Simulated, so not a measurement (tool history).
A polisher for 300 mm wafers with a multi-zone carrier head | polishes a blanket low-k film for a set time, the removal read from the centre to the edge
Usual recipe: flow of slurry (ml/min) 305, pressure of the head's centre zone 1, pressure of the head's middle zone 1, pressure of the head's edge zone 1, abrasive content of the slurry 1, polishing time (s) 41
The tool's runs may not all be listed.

run     day  flow of slurry (ml/min)  pressure of the head's centre zone  pressure of the head's middle zone  pressure of the head's edge zone  abrasive content of the slurry  polishing time (s)  incoming thickness of the incoming film, nm  film removed at the wafer's centre (Å)  film removed at mid-radius (Å)  film removed at the wafer's edge (Å)
  1       0                      305                                   1                                   1                               0.9                               1                  35                                        657.7                                     123                             124                                   122
  2   1.512                      305                                   1                                   1                                 1                               1                  41                                        646.9                                     145                             140                                   146
  3  11.754                      205                                0.96                                 0.9                              1.11                               1                  41                                        658.4                                     128                             122                                   142
  4  14.458                      405                                   1                                   1                               1.1                            1.25                  34                                          657                                     121                             122                                   132
  5  17.275                      305                                0.93                                 1.1                                 1                               1                  41                                          653                                     128                             142                                   137
  6  21.683                      305                                 0.9                                   1                              1.07                            0.85                  33                                        647.7                                      90                             102                                   106
  7  23.517                      305                                0.93                                1.07                                 1                             1.1                  34                                        651.2                                     105                             121                                   116
  8  27.004                      305                                   1                                0.95                                 1                               1                  41                                        643.8                                     132                             128                                   133
  9  30.117                      215                                1.07                                   1                                 1                               1                  41                                        652.5                                     134                             129                                   131
 10  34.175                      305                                   1                                0.94                                 1                               1                  41                                        649.9                                     142                             137                                   147
 11  36.904                      395                                0.92                                   1                              1.04                               1                  31                                        653.6                                     102                             107                                   113
 12  40.121                      305                                   1                                   1                                 1                               1                  41                                        647.4                                     139                             137                                   141
 13  43.133                      305                                0.92                                0.92                                 1                               1                  41                                          645                                     124                             129                                   140
 14  46.233                      305                                   1                                   1                                 1                               1                  41                                        648.2                                     136                             136                                   139
 15  49.754                      220                                0.92                                   1                                 1                               1                  41                                          642                                     120                             130                                   135
 16  53.167                      305                                   1                                   1                                 1                               1                  31                                        645.7                                     101                             101                                   103
 17  56.962                      240                                0.94                                   1                                 1                            1.15                  41                                          639                                     129                             138                                   140
 18  60.438                      305                                   1                                   1                                 1                               1                  41                                        648.9                                     135                             129                                   136
 19  64.154                      270                                   1                                   1                                 1                               1                  41                                        651.1                                     133                             131                                   134
 20  67.717                      305                                   1                                   1                                 1                               1                  41                                        641.3                                     148                             148                                   149
 21  71.438                      305                                   1                                   1                                 1                             1.2                  41                                        638.5                                     152                             150                                   154

Withheld: 10 entries from between the runs. Position of each, and hidden state at the listed run before versus the listed run after:
Runs 1 to 2: centre zone pressure recalibrated (day 0.371)
  removal rate lost through wear of the pad, %: 2.2 -> 3.36
  measured value less the no-hidden-state value, film removed at the wafer's centre (Å): -3 -> -5; film removed at mid-radius (Å): -3 -> -5; film removed at the wafer's edge (Å): -3 -> -5
Runs 9 to 10: slurry nozzle cleaned (day 31.146); worn pad replaced by a new one (day 32.021)
  removal rate lost through wear of the pad, %: 10.9 -> 2.8
  measured value less the no-hidden-state value, film removed at the wafer's centre (Å): -16 -> -4; film removed at mid-radius (Å): -16 -> -4; film removed at the wafer's edge (Å): -16 -> -4
Runs 10 to 11: carrier head's membrane replaced by a new one (day 35.029); edge zone pressure recalibrated (day 35.792)
  removal rate lost through wear of the pad, %: 2.8 -> 4.63
  measured value less the no-hidden-state value, film removed at the wafer's centre (Å): -4 -> -4; film removed at mid-radius (Å): -4 -> -5; film removed at the wafer's edge (Å): -4 -> -5
Runs 11 to 12: centre zone pressure recalibrated (day 39.454)
  removal rate lost through wear of the pad, %: 4.63 -> 6.29
  measured value less the no-hidden-state value, film removed at the wafer's centre (Å): -4 -> -9; film removed at mid-radius (Å): -5 -> -10; film removed at the wafer's edge (Å): -5 -> -10
Runs 18 to 19: slurry nozzle cleaned (day 60.929)
  removal rate lost through wear of the pad, %: 10.6 -> 10.8
  measured value less the no-hidden-state value, film removed at the wafer's centre (Å): -16 -> -16; film removed at mid-radius (Å): -15 -> -16; film removed at the wafer's edge (Å): -16 -> -16
Runs 19 to 20: carrier head's membrane replaced by a new one (day 67.408); worn pad replaced by a new one (day 67.521)
  removal rate lost through wear of the pad, %: 10.8 -> 0.709
  measured value less the no-hidden-state value, film removed at the wafer's centre (Å): -16 -> -1; film removed at mid-radius (Å): -16 -> -1; film removed at the wafer's edge (Å): -16 -> -2
Runs 20 to 21: edge zone pressure recalibrated (day 71.308)
  removal rate lost through wear of the pad, %: 0.709 -> 3.54
  measured value less the no-hidden-state value, film removed at the wafer's centre (Å): -1 -> -6; film removed at mid-radius (Å): -1 -> -5; film removed at the wafer's edge (Å): -2 -> -5
